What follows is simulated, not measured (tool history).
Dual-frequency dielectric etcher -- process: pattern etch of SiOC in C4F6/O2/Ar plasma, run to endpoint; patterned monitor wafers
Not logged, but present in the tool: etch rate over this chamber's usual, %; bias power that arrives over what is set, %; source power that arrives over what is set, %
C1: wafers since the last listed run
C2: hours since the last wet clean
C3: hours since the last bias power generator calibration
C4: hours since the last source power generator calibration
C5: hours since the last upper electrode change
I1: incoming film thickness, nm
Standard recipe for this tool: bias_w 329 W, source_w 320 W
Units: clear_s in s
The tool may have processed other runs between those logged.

run 1 hour=0.0 | bias_w=329 source_w=320 | C1=0 C2=520.4 C3=2147.1 C4=1923.8 C5=4653.0 | I1=39.97 | clear_s=17.4
run 2 hour=15.3 | bias_w=329 source_w=320 | C1=162 C2=535.7 C3=2162.4 C4=1939.1 C5=4668.3 | I1=39.88 | clear_s=17.4
run 3 hour=25.9 | bias_w=329 source_w=320 | C1=112 C2=546.3 C3=2173.0 C4=1949.7 C5=4678.9 | I1=40.07 | clear_s=17.5
run 4 hour=37.8 | bias_w=329 source_w=320 | C1=126 C2=558.2 C3=2184.9 C4=1961.6 C5=4690.8 | I1=40.15 | clear_s=17.6
-- hour=55.6 bias power generator calibrated
run 5 hour=56.1 | bias_w=329 source_w=320 | C1=151 C2=576.5 C3=0.5 C4=1979.9 C5=4709.1 | I1=40.20 | clear_s=17.6
run 6 hour=61.5 | bias_w=329 source_w=320 | C1=57 C2=581.9 C3=5.9 C4=1985.3 C5=4714.5 | I1=40.10 | clear_s=17.6
-- hour=90.5 upper electrode replaced
-- hour=95.5 source power generator calibrated
-- hour=102.8 wet clean of the chamber
run 7 hour=103.3 | bias_w=329 source_w=320 | C1=68 C2=0.5 C3=47.7 C4=7.8 C5=12.8 | I1=39.71 | clear_s=16.7
run 8 hour=103.6 | bias_w=329 source_w=320 | C1=3 C2=0.8 C3=48.0 C4=8.1 C5=13.1 | I1=39.83 | clear_s=16.8
run 9 hour=104.0 | bias_w=270 source_w=370 | C1=4 C2=1.2 C3=48.4 C4=8.5 C5=13.5 | I1=39.98 | clear_s=17.4
run 10 hour=111.4 | bias_w=392 source_w=320 | C1=78 C2=8.6 C3=55.8 C4=15.9 C5=20.9 | I1=39.57 | clear_s=15.2
run 11 hour=118.3 | bias_w=329 source_w=390 | C1=73 C2=15.5 C3=62.7 C4=22.8 C5=27.8 | I1=39.70 | clear_s=15.1
run 12 hour=125.7 | bias_w=304 source_w=380 | C1=78 C2=22.9 C3=70.1 C4=30.2 C5=35.2 | I1=39.92 | clear_s=16.1
run 13 hour=135.2 | bias_w=329 source_w=320 | C1=100 C2=32.4 C3=79.6 C4=39.7 C5=44.7 | I1=39.49 | clear_s=16.7
run 14 hour=142.1 | bias_w=329 source_w=320 | C1=73 C2=39.3 C3=86.5 C4=46.6 C5=51.6 | I1=39.52 | clear_s=16.7
run 15 hour=155.4 | bias_w=266 source_w=320 | C1=141 C2=52.6 C3=99.8 C4=59.9 C5=64.9 | I1=39.72 | clear_s=19.0
run 16 hour=164.5 | bias_w=267 source_w=300 | C1=96 C2=61.7 C3=108.9 C4=69.0 C5=74.0 | I1=39.85 | clear_s=19.7

Predict each of these 4 candidate next runs independently; none follows another, all start after run 16:
run A hour=164.9 | bias_w=329 source_w=320 | C1=4 C2=62.1 C3=109.3 C4=69.4 C5=74.4 | I1=40.13 | clear_s=?
run B hour=164.9 | bias_w=398 source_w=370 | C1=4 C2=62.1 C3=109.3 C4=69.4 C5=74.4 | I1=40.13 | clear_s=?
run C hour=164.9 | bias_w=373 source_w=390 | C1=4 C2=62.1 C3=109.3 C4=69.4 C5=74.4 | I1=40.13 | clear_s=?
run D hour=164.9 | bias_w=280 source_w=370 | C1=4 C2=62.1 C3=109.3 C4=69.4 C5=74.4 | I1=40.13 | clear_s=?

run=A clear_s=17.0
run=B clear_s=14.2
run=C clear_s=14.3
run=D clear_s=17.3
Without the tool's unlogged condition, the same runs would have read:
run=A clear_s=16.8
run=B clear_s=14.0
run=C clear_s=14.2
run=D clear_s=17.1

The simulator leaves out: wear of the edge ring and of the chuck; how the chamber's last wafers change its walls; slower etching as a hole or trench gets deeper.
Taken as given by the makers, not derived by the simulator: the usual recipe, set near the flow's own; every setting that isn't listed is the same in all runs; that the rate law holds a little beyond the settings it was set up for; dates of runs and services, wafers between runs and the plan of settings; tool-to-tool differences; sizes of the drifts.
